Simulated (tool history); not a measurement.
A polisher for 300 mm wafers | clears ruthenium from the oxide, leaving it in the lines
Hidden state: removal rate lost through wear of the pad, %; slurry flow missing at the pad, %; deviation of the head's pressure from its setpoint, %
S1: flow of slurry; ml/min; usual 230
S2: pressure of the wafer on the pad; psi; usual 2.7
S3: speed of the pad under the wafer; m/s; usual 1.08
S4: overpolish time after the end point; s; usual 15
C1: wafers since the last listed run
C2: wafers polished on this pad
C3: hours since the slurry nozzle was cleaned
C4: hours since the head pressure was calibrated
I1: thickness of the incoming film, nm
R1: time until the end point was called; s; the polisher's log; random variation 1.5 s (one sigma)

run 1 hour=0 | S1=230 S2=2.7 S3=1.08 S4=12 | C1=0 C2=702 C3=337.6 C4=53 | I1=233.6 | R1=173
run 2 hour=98.3 | S1=230 S2=2.7 S3=1.2 S4=15 | C1=483 C2=1185 C3=435.9 C4=151.3 | I1=228.3 | R1=155.4
run 3 hour=156 | S1=230 S2=2.7 S3=1.08 S4=15 | C1=284 C2=1470 C3=493.6 C4=209 | I1=233.9 | R1=172.3
-- hour=168 slurry nozzle cleaned
run 4 hour=221 | S1=230 S2=2.7 S3=1.08 S4=15 | C1=315 C2=1785 C3=53 C4=274 | I1=231.1 | R1=164.3
run 5 hour=258.7 | S1=230 S2=2.7 S3=1.08 S4=15 | C1=185 C2=1970 C3=90.7 C4=311.7 | I1=231.2 | R1=158.4
-- hour=294.7 worn pad replaced by a new one
run 6 hour=296.2 | S1=230 S2=2.7 S3=1.08 S4=15 | C1=164 C2=7 C3=128.2 C4=349.2 | I1=232.1 | R1=166.7
run 7 hour=355.2 | S1=230 S2=2.7 S3=1.08 S4=15 | C1=290 C2=297 C3=187.2 C4=408.2 | I1=230.2 | R1=164.2
run 8 hour=429.6 | S1=230 S2=2.7 S3=1.22 S4=17 | C1=366 C2=663 C3=261.6 C4=482.6 | I1=231.6 | R1=148.2
run 9 hour=468.6 | S1=230 S2=2.7 S3=1.22 S4=17 | C1=191 C2=855 C3=300.6 C4=521.6 | I1=229.7 | R1=150.1
run 10 hour=560.6 | S1=230 S2=2.7 S3=1.08 S4=15 | C1=452 C2=1308 C3=392.6 C4=613.6 | I1=229.7 | R1=167.5
-- hour=568.4 slurry nozzle cleaned
run 11 hour=612 | S1=230 S2=2.7 S3=1.08 S4=15 | C1=248 C2=1556 C3=43.6 C4=665 | I1=229.5 | R1=156.5
run 12 hour=652.4 | S1=230 S2=2 S3=1.08 S4=15 | C1=198 C2=1755 C3=84 C4=705.4 | I1=233.9 | R1=189.2
run 13 hour=712.9 | S1=230 S2=2 S3=1.08 S4=15 | C1=297 C2=2053 C3=144.5 C4=765.9 | I1=227.4 | R1=183
-- hour=719.3 worn pad replaced by a new one
run 14 hour=777 | S1=230 S2=2 S3=1.08 S4=15 | C1=295 C2=284 C3=208.6 C4=830 | I1=231.1 | R1=187.5
-- hour=795.7 head pressure recalibrated
run 15 hour=827.5 | S1=230 S2=2.7 S3=1.08 S4=15 | C1=238 C2=522 C3=259.1 C4=31.8 | I1=227.6 | R1=164.9
run 16 hour=911 | S1=230 S2=2.7 S3=1.08 S4=15 | C1=411 C2=933 C3=342.6 C4=115.3 | I1=230.3 | R1=167.8
run 17 hour=962.8 | S1=165 S2=1.8 S3=0.88 S4=8 | C1=255 C2=1188 C3=394.4 C4=167.1 | I1=232.7 | R1=260.4
-- hour=990.3 slurry nozzle cleaned
run 18 hour=1065 | S1=280 S2=3.3 S3=1.08 S4=15 | C1=498 C2=1687 C3=74.7 C4=269.3 | I1=229.9 | R1=138.6
run 19 hour=1130.6 | S1=230 S2=2.4 S3=1.08 S4=15 | C1=322 C2=2009 C3=140.3 C4=334.9 | I1=233.8 | R1=178.6
-- hour=1215.6 worn pad replaced by a new one
run 20 hour=1272.7 | S1=230 S2=2.7 S3=1.22 S4=17 | C1=679 C2=281 C3=282.4 C4=477 | I1=232.2 | R1=150.7
run 21 hour=1370.5 | S1=270 S2=2.5 S3=0.9 S4=22 | C1=481 C2=762 C3=380.2 C4=574.8 | I1=232 | R1=201.1
run 22 hour=1424.3 | S1=230 S2=2.7 S3=1.08 S4=15 | C1=264 C2=1027 C3=434 C4=628.6 | I1=232.2 | R1=169.5
-- hour=1476 slurry nozzle cleaned
run 23 hour=1520.6 | S1=250 S2=2.4 S3=0.98 S4=20 | C1=469 C2=1496 C3=44.6 C4=724.9 | I1=228.7 | R1=177.3
run 24 hour=1588.8 | S1=195 S2=2.1 S3=1.08 S4=11 | C1=335 C2=1832 C3=112.8 C4=793.1 | I1=231.6 | R1=189.6
run 25 hour=1650 | S1=180 S2=2.3 S3=0.98 S4=15 | C1=301 C2=2133 C3=174 C4=854.3 | I1=229.9 | R1=192.6
-- hour=1659.7 head pressure recalibrated
run 26 hour=1713 | S1=230 S2=2.7 S3=1.08 S4=15 | C1=300 C2=2434 C3=237 C4=53.3 | I1=230 | R1=169.5
-- hour=1720.3 worn pad replaced by a new one
run 27 hour=1814.4 | S1=230 S2=2.2 S3=1.08 S4=15 | C1=479 C2=463 C3=338.4 C4=154.7 | I1=229.7 | R1=193.8
run 28 hour=1875.3 | S1=230 S2=2.7 S3=1.08 S4=15 | C1=299 C2=762 C3=399.3 C4=215.6 | I1=228.5 | R1=173
run 29 hour=1950.7 | S1=230 S2=2.7 S3=1.08 S4=15 | C1=371 C2=1134 C3=474.7 C4=291 | I1=225.7 | R1=168.2
-- hour=1977.2 slurry nozzle cleaned
run 30 hour=2047.7 | S1=230 S2=2.7 S3=1.08 S4=15 | C1=472 C2=1606 C3=70.5 C4=388 | I1=230.3 | R1=161.6
-- hour=2130.9 worn pad replaced by a new one
run 31 hour=2154.3 | S1=230 S2=2.7 S3=1.08 S4=15 | C1=505 C2=115 C3=177.1 C4=494.6 | I1=228.3 | R1=160.5
run 32 hour=2202.8 | S1=160 S2=2.2 S3=1.18 S4=7 | C1=238 C2=354 C3=225.6 C4=543.1 | I1=230.5 | R1=184.9
run 33 hour=2290.9 | S1=260 S2=3.3 S3=1.26 S4=15 | C1=433 C2=787 C3=313.7 C4=631.2 | I1=231.5 | R1=125.4

Forecast each of these 3 alternatives for the next run:
run A hour=2291.4 | S1=230 S2=2.7 S3=1.08 S4=15 | C1=2 C2=790 C3=314.2 C4=631.7 | I1=227.9 | R1=?
run B hour=2291.4 | S1=230 S2=2.7 S3=1.24 S4=22 | C1=2 C2=790 C3=314.2 C4=631.7 | I1=227.9 | R1=?
run C hour=2291.4 | S1=290 S2=3 S3=1.24 S4=11 | C1=2 C2=790 C3=314.2 C4=631.7 | I1=227.9 | R1=?

run=A R1=162
run=B R1=144.5
run=C R1=130.6
Without the tool's hidden state the same runs would have given:
run=A R1=155.6
run=B R1=138.8
run=C R1=127.1
